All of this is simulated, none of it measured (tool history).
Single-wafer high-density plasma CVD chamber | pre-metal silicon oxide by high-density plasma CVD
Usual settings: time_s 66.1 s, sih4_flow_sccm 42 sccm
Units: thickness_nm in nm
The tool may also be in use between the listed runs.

run,day,time_s,sih4_flow_sccm,wafers since the last listed run,hours since the silane flow controller was replaced,hours since the gauge calibration,"read-back reference wafer on the same gauge, thickness_nm",thickness_nm
1,0,70.8,42,0,613,622.6,261.173,298.823
2,1.071,66.1,45,495,638.7,648.3,260.853,291.35
3,2.146,66.1,45,497,664.5,674.1,261.441,293.983
4,3.433,66.1,42,595,695.4,705,261.675,282.344
5,4.696,66.1,42,584,725.7,735.3,261.926,280.184
6,5.221,66.1,42,242,738.3,747.9,262.17,282.663
7,7.279,66.1,42,952,787.7,797.3,263.224,282.29
8,8.5,66.1,42,564,817,826.6,262.82,284.351
9,9.812,66.1,42,607,848.5,858.1,263.248,280.536
10,10.688,76.6,42,404,869.5,879.1,263.634,327.822
11,11.442,76.6,42,348,887.6,897.2,263.763,326.583
12,12.258,76.6,42,377,907.2,916.8,263.875,328.702
13,13.471,66.1,42,560,936.3,945.9,264,282.875
14,14.246,66.1,42,358,954.9,964.5,264.691,282.958
15,14.854,66.1,42,281,969.5,979.1,264.407,284.093
16,16.175,66.1,42,611,1001.2,1010.8,265.288,284.734
17,16.883,66.1,42,327,1018.2,1027.8,265.338,288.069
18,18.333,66.1,42,670,1053,1062.6,265.596,284.325
19,19.529,66.1,42,553,1081.7,1091.3,266.516,287.777
20,20.929,66.1,42,647,1115.3,1124.9,266.93,286.701
21,21.621,66.1,42,320,1131.9,1141.5,266.778,288.715
22,22.55,59.2,37,429,1154.2,1163.8,267.328,241.955
23,23.538,79.3,36,456,1177.9,1187.5,267.926,318.14
24,24.488,60.8,47,439,1200.7,1210.3,267.817,280.369
25,25.129,60.8,38,296,1216.1,1225.7,268.454,251.661
26,26.504,72.3,45,636,1249.1,1258.7,269.074,326.001
27,30.883,78.7,46,2026,1354.2,1363.8,270.389,363.563
28,31.592,59.4,50,327,1371.2,1380.8,270.727,285.551
# day 35.242: silane flow controller replaced
29,35.262,75.7,47,1544,0.5,1468.9,272.629,353.28
# day 35.454: gauge calibrated
30,36.571,66.1,42,605,31.9,26.8,259.821,279.168
31,37.967,66.1,42,645,65.4,60.3,259.663,276.14
32,39.346,53.4,39,638,98.5,93.4,259.641,215.488
33,40.092,66.1,42,345,116.4,111.3,259.811,277.597
34,41.367,66.1,42,589,147,141.9,259.753,280.257
35,42.696,66.1,42,614,178.9,173.8,259.444,277.951
36,43.246,66.1,42,254,192.1,187,260.174,277.102
37,44.267,69.5,45,472,216.6,211.5,259.983,304.536
38,44.967,66.1,46,323,233.4,228.3,259.828,293.346
39,45.958,59.1,42,458,257.2,252.1,259.926,249.273
40,46.467,66.1,49,235,269.4,264.3,259.626,301.531
41,47.371,66.1,42,418,291.1,286,260.467,280.552
42,48.446,66.1,42,497,316.9,311.8,259.732,277.747
43,49.438,66.1,42,458,340.7,335.6,260.4,280.169
44,50.554,66.1,44,516,367.5,362.4,260.629,289.905
45,51.821,75.5,42,586,397.9,392.8,260.644,318.781

Hidden state or all else? Some run-to-run changes of thickness_nm, split into what the settings, what came in and random variation would give without the hidden state, and what is left for the hidden state (with any gauge scatter that isn't in both results):
The hidden state here: delivered silane flow above the setpoint (%); gauge reads high (%).
Run 22 -> 23: time_s 59.2 -> 79.3, sih4_flow_sccm 37 -> 36. thickness_nm +76.185 nm: hidden state +2.488, all else +73.697.
Run 25 -> 26: time_s 60.8 -> 72.3, sih4_flow_sccm 38 -> 45. thickness_nm +74.34 nm: hidden state +2.905, all else +71.435.
Run 26 -> 27: time_s 72.3 -> 78.7, sih4_flow_sccm 45 -> 46. thickness_nm +37.562 nm: hidden state +3.563, all else +33.999.
Run 27 -> 28: time_s 78.7 -> 59.4, sih4_flow_sccm 46 -> 50. thickness_nm -78.012 nm: hidden state -2.733, all else -75.279.
Run 28 -> 29: time_s 59.4 -> 75.7, sih4_flow_sccm 50 -> 47, silane flow controller replaced. thickness_nm +67.729 nm: hidden state +4.754, all else +62.975.
Run 29 -> 30: time_s 75.7 -> 66.1, sih4_flow_sccm 47 -> 42, gauge calibrated. thickness_nm -74.112 nm: hidden state -16.632, all else -57.48.
